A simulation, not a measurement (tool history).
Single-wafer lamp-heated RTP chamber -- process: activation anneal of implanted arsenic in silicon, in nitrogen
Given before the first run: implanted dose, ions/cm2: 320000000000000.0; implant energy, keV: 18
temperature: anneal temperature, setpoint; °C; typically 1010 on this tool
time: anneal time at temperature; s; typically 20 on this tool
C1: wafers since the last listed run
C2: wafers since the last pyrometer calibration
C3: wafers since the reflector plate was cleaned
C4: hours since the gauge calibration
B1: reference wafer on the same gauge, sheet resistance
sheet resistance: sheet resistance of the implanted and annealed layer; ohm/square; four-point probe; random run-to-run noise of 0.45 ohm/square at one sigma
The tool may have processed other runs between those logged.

run 1 day=0.000 | temperature=1010 time=20 | C1=0 C2=4355 C3=4355 C4=132.4 | B1=294.01 | sheet_resistance=298.81
-- day=0.783 pyrometer window cleaned and pyrometer calibrated
run 2 day=0.804 | temperature=1010 time=20 | C1=189 C2=8 C3=4544 C4=151.7 | B1=294.04 | sheet_resistance=299.88
run 3 day=1.862 | temperature=1010 time=20 | C1=425 C2=433 C3=4969 C4=177.1 | B1=293.91 | sheet_resistance=300.64
run 4 day=2.421 | temperature=990 time=20 | C1=224 C2=657 C3=5193 C4=190.5 | B1=294.02 | sheet_resistance=302.21
run 5 day=3.042 | temperature=990 time=20 | C1=249 C2=907 C3=5443 C4=205.4 | B1=293.98 | sheet_resistance=301.84
run 6 day=4.358 | temperature=1010 time=20 | C1=529 C2=1436 C3=5972 C4=237.0 | B1=293.90 | sheet_resistance=298.99
run 7 day=5.088 | temperature=1004 time=25 | C1=292 C2=1729 C3=6265 C4=254.5 | B1=293.88 | sheet_resistance=299.45
run 8 day=6.083 | temperature=1004 time=25 | C1=400 C2=2129 C3=6665 C4=278.4 | B1=294.02 | sheet_resistance=298.47
run 9 day=6.683 | temperature=1004 time=25 | C1=241 C2=2370 C3=6906 C4=292.8 | B1=293.95 | sheet_resistance=299.17
run 10 day=8.092 | temperature=1010 time=11 | C1=565 C2=2936 C3=7472 C4=326.6 | B1=294.04 | sheet_resistance=302.27
run 11 day=9.096 | temperature=1010 time=11 | C1=403 C2=3339 C3=7875 C4=350.7 | B1=294.07 | sheet_resistance=301.65
run 12 day=10.450 | temperature=1010 time=20 | C1=544 C2=3884 C3=8420 C4=383.2 | B1=293.91 | sheet_resistance=299.29
run 13 day=11.546 | temperature=997 time=20 | C1=440 C2=4324 C3=8860 C4=409.5 | B1=294.12 | sheet_resistance=300.36
-- day=12.083 pyrometer window cleaned and pyrometer calibrated
run 14 day=12.671 | temperature=1010 time=20 | C1=318 C2=236 C3=9178 C4=436.5 | B1=293.91 | sheet_resistance=300.91
run 15 day=13.475 | temperature=1020 time=32 | C1=323 C2=559 C3=9501 C4=455.8 | B1=294.09 | sheet_resistance=295.56
run 16 day=14.142 | temperature=1010 time=20 | C1=267 C2=827 C3=9769 C4=471.8 | B1=294.08 | sheet_resistance=300.53
-- day=14.483 reflector plate cleaned
run 17 day=15.179 | temperature=1010 time=14 | C1=282 C2=1110 C3=280 C4=496.7 | B1=294.02 | sheet_resistance=301.88
run 18 day=16.112 | temperature=1018 time=20 | C1=375 C2=1485 C3=655 C4=519.1 | B1=294.03 | sheet_resistance=299.50
run 19 day=17.146 | temperature=997 time=27 | C1=415 C2=1900 C3=1070 C4=543.9 | B1=294.01 | sheet_resistance=300.08
-- day=17.475 gauge calibrated
run 20 day=17.675 | temperature=1001 time=14 | C1=212 C2=2113 C3=1283 C4=4.8 | B1=293.92 | sheet_resistance=302.84
run 21 day=18.958 | temperature=1038 time=15 | C1=515 C2=2629 C3=1798 C4=35.6 | B1=293.97 | sheet_resistance=296.82
run 22 day=19.700 | temperature=1010 time=20 | C1=298 C2=2927 C3=2096 C4=53.4 | B1=294.06 | sheet_resistance=299.43
run 23 day=20.588 | temperature=1000 time=26 | C1=356 C2=3283 C3=2453 C4=74.7 | B1=294.05 | sheet_resistance=298.65
run 24 day=21.558 | temperature=981 time=17 | C1=390 C2=3673 C3=2843 C4=98.0 | B1=293.93 | sheet_resistance=303.47
-- day=22.067 pyrometer window cleaned and pyrometer calibrated
run 25 day=22.833 | temperature=1010 time=20 | C1=378 C2=308 C3=3221 C4=128.6 | B1=294.13 | sheet_resistance=300.92
run 26 day=24.100 | temperature=1010 time=20 | C1=508 C2=817 C3=3730 C4=159.0 | B1=294.10 | sheet_resistance=300.44
run 27 day=24.712 | temperature=1010 time=20 | C1=246 C2=1063 C3=3976 C4=173.7 | B1=294.09 | sheet_resistance=299.73
run 28 day=25.800 | temperature=1010 time=9 | C1=436 C2=1500 C3=4413 C4=199.8 | B1=294.16 | sheet_resistance=304.09

4 ways to go on from here, each from the tool as it stands after run 28. What would each give?
run A day=25.817 | temperature=1039 time=20 | C1=6 C2=1507 C3=4420 C4=200.2 | B1=? | sheet_resistance=?
run B day=25.817 | temperature=1028 time=16 | C1=6 C2=1507 C3=4420 C4=200.2 | B1=? | sheet_resistance=?
run C day=25.817 | temperature=1002 time=20 | C1=6 C2=1507 C3=4420 C4=200.2 | B1=? | sheet_resistance=?
run D day=25.817 | temperature=1010 time=29 | C1=6 C2=1507 C3=4420 C4=200.2 | B1=? | sheet_resistance=?

run=A B1=294.05 sheet_resistance=295.20
run=B B1=294.05 sheet_resistance=298.68
run=C B1=294.05 sheet_resistance=300.83
run=D B1=294.05 sheet_resistance=297.47
Without the tool's hidden state the same runs would have given:
run=A sheet_resistance=296.23
run=B sheet_resistance=299.49
run=C sheet_resistance=301.49
run=D sheet_resistance=298.36
